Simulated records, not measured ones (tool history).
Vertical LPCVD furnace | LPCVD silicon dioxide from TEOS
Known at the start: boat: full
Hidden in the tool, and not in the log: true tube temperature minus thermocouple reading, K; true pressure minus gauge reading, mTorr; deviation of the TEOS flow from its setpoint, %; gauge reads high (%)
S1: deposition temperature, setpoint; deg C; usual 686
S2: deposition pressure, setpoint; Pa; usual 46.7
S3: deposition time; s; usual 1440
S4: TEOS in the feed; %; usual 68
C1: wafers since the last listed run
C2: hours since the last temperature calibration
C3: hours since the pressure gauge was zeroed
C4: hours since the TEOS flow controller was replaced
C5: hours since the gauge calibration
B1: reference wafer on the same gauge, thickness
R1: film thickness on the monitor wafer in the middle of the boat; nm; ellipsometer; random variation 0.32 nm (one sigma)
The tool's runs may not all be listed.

| run | day | S1 | S2 | S3 | S4 | C1 | C2 | C3 | C4 | C5 | B1 | R1 |
|---|---|---|---|---|---|---|---|---|---|---|---|---|
| 1 | 0 | 686 | 46.7 | 1440 | 68 | 0 | 3221.6 | 3349.4 | 4453.1 | 190.9 | 120.02 | 131.58 |
| 2 | 0.817 | 686 | 46.7 | 1440 | 63 | 317 | 3241.2 | 3369 | 4472.7 | 210.5 | 120.02 | 126.14 |
| 3 | 1.325 | 686 | 55.3 | 1860 | 68 | 197 | 3253.4 | 3381.2 | 4484.9 | 222.7 | 120.02 | 185.01 |
| 4 | 1.833 | 686 | 55.3 | 1860 | 68 | 197 | 3265.6 | 3393.4 | 4497.1 | 234.9 | 119.97 | 184.12 |
| 5 | 2.404 | 686 | 55.3 | 1860 | 68 | 221 | 3279.3 | 3407.1 | 4510.8 | 248.6 | 119.98 | 184.42 |
| 6 | 3.425 | 686 | 46.7 | 1440 | 68 | 396 | 3303.8 | 3431.6 | 4535.3 | 273.1 | 120.01 | 131.32 |
| 7 | 5.417 | 686 | 46.7 | 1440 | 68 | 773 | 3351.6 | 3479.4 | 4583.1 | 320.9 | 120.01 | 131.23 |
| 8 | 6.142 | 686 | 46.7 | 1440 | 68 | 281 | 3369 | 3496.8 | 4600.5 | 338.3 | 119.98 | 131.75 |
| 9 | 6.796 | 686 | 46.7 | 1440 | 68 | 253 | 3384.7 | 3512.5 | 4616.2 | 354 | 119.98 | 131.41 |
| 10 | 7.617 | 686 | 46.7 | 1440 | 68 | 318 | 3404.4 | 3532.2 | 4635.9 | 373.7 | 119.99 | 130.63 |
| 11 | 8.988 | 686 | 46.7 | 1560 | 68 | 532 | 3437.3 | 3565.1 | 4668.8 | 406.6 | 120.05 | 142.19 |
| 12 | 9.908 | 686 | 44 | 1440 | 68 | 357 | 3459.4 | 3587.2 | 4690.9 | 428.7 | 119.98 | 127.65 |
| 13 | 11.033 | 686 | 46.7 | 1440 | 68 | 436 | 3486.4 | 3614.2 | 4717.9 | 455.7 | 119.98 | 130.96 |
| 14 | 11.646 | 686 | 46.7 | 1440 | 68 | 237 | 3501.1 | 3628.9 | 4732.6 | 470.4 | 120 | 131.14 |
| 15 | 12.875 | 686 | 46.7 | 1440 | 68 | 477 | 3530.6 | 3658.4 | 4762.1 | 499.9 | 120.01 | 130.85 |
| 16 | 13.479 | 686 | 46.7 | 1440 | 68 | 234 | 3545.1 | 3672.9 | 4776.6 | 514.4 | 120 | 131.59 |
|  | 14.325 | gauge calibrated |
|  | 14.75 | thermocouples replaced and temperature profile calibrated |
|  | 15.275 | TEOS flow controller replaced |
| 17 | 15.296 | 686 | 46.7 | 900 | 68 | 112 | 13.1 | 3716.5 | 0.5 | 23.3 | 119.97 | 82.14 |
| 18 | 15.621 | 686 | 56 | 1440 | 68 | 126 | 20.9 | 3724.3 | 8.3 | 31.1 | 120.02 | 143.88 |
|  | 17.029 | pressure gauge zeroed |
| 19 | 17.05 | 691 | 46.7 | 1650 | 81 | 166 | 55.2 | 0.5 | 42.6 | 65.4 | 119.98 | 184.85 |
| 20 | 17.588 | 686 | 46.7 | 1440 | 68 | 208 | 68.1 | 13.4 | 55.5 | 78.3 | 120 | 130.74 |
| 21 | 18.217 | 686 | 46.7 | 1440 | 79 | 244 | 83.2 | 28.5 | 70.6 | 93.4 | 119.98 | 141.28 |
| 22 | 19.404 | 678 | 46.7 | 1290 | 68 | 461 | 111.7 | 57 | 99.1 | 121.9 | 119.98 | 96.8 |
| 23 | 20.875 | 686 | 46.7 | 1890 | 61 | 571 | 147 | 92.3 | 134.4 | 157.2 | 119.98 | 163.01 |
| 24 | 22.1 | 694 | 36.7 | 1440 | 82 | 475 | 176.4 | 121.7 | 163.8 | 186.6 | 120.02 | 154.68 |
| 25 | 22.825 | 686 | 46.7 | 1860 | 81 | 281 | 193.8 | 139.1 | 181.2 | 204 | 119.97 | 185.22 |
| 26 | 24.092 | 694 | 46.7 | 990 | 68 | 491 | 224.2 | 169.5 | 211.6 | 234.4 | 120 | 109.37 |
| 27 | 25.642 | 691 | 38 | 1440 | 68 | 601 | 261.4 | 206.7 | 248.8 | 271.6 | 120.02 | 133.51 |

What the log doesn't show, run by run:
true tube temperature minus thermocouple reading, K: 0 in every run
true pressure minus gauge reading, mTorr: 0 in every run
deviation of the TEOS flow from its setpoint, %: 0 in every run
gauge reads high (%): 0 in every run
